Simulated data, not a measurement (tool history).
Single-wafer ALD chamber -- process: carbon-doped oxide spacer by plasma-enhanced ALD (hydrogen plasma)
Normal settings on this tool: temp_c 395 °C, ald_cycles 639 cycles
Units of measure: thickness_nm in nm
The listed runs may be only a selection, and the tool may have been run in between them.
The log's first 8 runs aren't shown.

| run | hour | temp_c | ald_cycles | read-back reference wafer on the same gauge, thickness_nm | thickness_nm |
|---|---|---|---|---|---|
| 9 | 403.1 | 388 | 605 | 32.287 | 28.295 |
| 10 | 452.9 | 395 | 679 | 32.247 | 31.841 |
| 11 | 522.9 | 395 | 679 | 32.197 | 31.71 |
| 12 | 558.8 | 395 | 639 | 32.173 | 29.758 |
| 13 | 587.3 | 395 | 639 | 32.115 | 29.876 |
|  | 653.3 | gauge calibrated |
|  | 760.6 | thermocouple changed; heater temperature recalibrated |
| 14 | 769.5 | 395 | 639 | 32.529 | 30.188 |
| 15 | 809.5 | 395 | 639 | 32.526 | 30.01 |
| 16 | 855.3 | 395 | 639 | 32.521 | 30.035 |
| 17 | 919.5 | 395 | 568 | 32.487 | 26.762 |
| 18 | 958.9 | 380 | 685 | 32.485 | 32.177 |

The next listed run, before its measurement:
| 19 | 1030.5 | 395 | 639 | ? | ? |

Run 19 gave read-back reference wafer on the same gauge, thickness_nm 32.454, thickness_nm 30.009 nm.
If the tool had no hidden condition, the same run with the same run-to-run variation would have returned thickness_nm 30.139 nm.

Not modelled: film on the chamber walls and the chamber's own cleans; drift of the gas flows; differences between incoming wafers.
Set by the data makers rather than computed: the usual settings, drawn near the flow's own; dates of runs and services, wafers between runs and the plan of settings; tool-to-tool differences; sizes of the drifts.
